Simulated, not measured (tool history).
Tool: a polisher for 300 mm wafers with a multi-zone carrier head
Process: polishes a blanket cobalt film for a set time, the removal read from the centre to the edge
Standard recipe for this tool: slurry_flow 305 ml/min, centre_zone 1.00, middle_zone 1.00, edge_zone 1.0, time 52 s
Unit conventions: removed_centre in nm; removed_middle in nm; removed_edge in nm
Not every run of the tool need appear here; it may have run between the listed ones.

run	hour	slurry_flow	centre_zone	middle_zone	edge_zone	time	incoming thickness of the incoming film, nm	removed_centre	removed_middle	removed_edge
1	0.0	370	1.00	1.00	1.0	52	741.1	254.5	251.4	245.9
# hour 21.7: worn pad replaced by a new one
# hour 177.6: slurry nozzle cleaned
2	199.4	370	1.00	1.00	1.0	52	731.9	256.8	252.3	251.3
3	275.4	370	1.00	1.00	1.0	52	725.6	256.1	254.4	249.9
4	340.4	305	1.00	1.00	1.0	52	732.6	250.9	248.9	243.3
# hour 365.3: edge zone pressure recalibrated
# hour 371.7: worn pad replaced by a new one
5	445.2	305	1.00	1.00	1.0	52	731.1	250.8	243.0	245.9
6	517.0	305	1.00	1.00	1.0	52	729.1	246.4	243.5	241.2
7	621.0	305	1.00	1.00	1.0	52	751.2	239.8	235.2	237.6
# hour 628.1: carrier head's membrane replaced by a new one
# hour 651.0: slurry nozzle cleaned
8	661.2	305	1.00	1.00	1.0	52	750.8	255.5	249.4	245.7
# hour 687.9: worn pad replaced by a new one
9	761.2	305	1.00	1.00	1.0	52	741.3	254.9	249.6	242.7
10	863.2	305	1.00	1.00	1.0	52	738.0	251.7	247.4	247.5
11	929.0	365	1.06	1.00	1.0	52	731.9	267.9	249.6	244.7
# hour 971.7: worn pad replaced by a new one
12	1011.2	355	1.00	0.95	1.0	52	744.2	251.3	235.5	241.5
# hour 1072.3: edge zone pressure recalibrated
13	1104.7	305	1.00	1.00	1.0	52	740.6	239.7	235.7	233.0
# hour 1108.1: slurry nozzle cleaned
# hour 1206.5: centre zone pressure recalibrated
# hour 1289.3: worn pad replaced by a new one
14	1333.2	305	1.00	0.90	1.0	45	740.4	213.0	196.2	209.7
15	1431.2	360	1.00	0.93	1.0	46	748.2	222.0	208.5	216.6
# hour 1477.7: carrier head's membrane replaced by a new one
16	1496.2	305	0.89	1.00	1.0	41	729.8	168.3	188.7	186.2
# hour 1541.4: slurry nozzle cleaned
17	1602.4	305	1.00	1.00	1.0	52	744.4	254.9	247.7	242.8
# hour 1646.5: worn pad replaced by a new one
18	1649.1	305	1.00	1.10	1.0	52	743.7	252.2	271.0	242.5

Each row is a separate what-if for the run after 18, all from the same tool condition, not one after another. Results?
A	1649.5	305	1.00	1.00	1.1	52	728.9	?	?	?
B	1649.5	305	1.00	1.11	1.0	52	728.9	?	?	?
C	1649.5	305	1.10	0.96	1.0	60	728.9	?	?	?
D	1649.5	255	0.89	1.00	1.0	45	728.9	?	?	?
E	1649.5	305	1.00	0.95	1.0	52	728.9	?	?	?

run	removed_centre	removed_middle	removed_edge
A	251.1	250.7	253.4
B	251.3	274.0	244.1
C	318.8	279.4	282.3
D	188.5	212.3	208.0
E	251.0	240.2	244.7
Take away the tool's hidden state, keep each run's random variation, and the runs would have read:
run	removed_centre	removed_middle	removed_edge
A	253.0	252.5	254.7
B	253.2	275.9	245.4
C	321.3	281.3	283.7
D	190.2	214.1	209.3
E	252.9	241.8	245.9
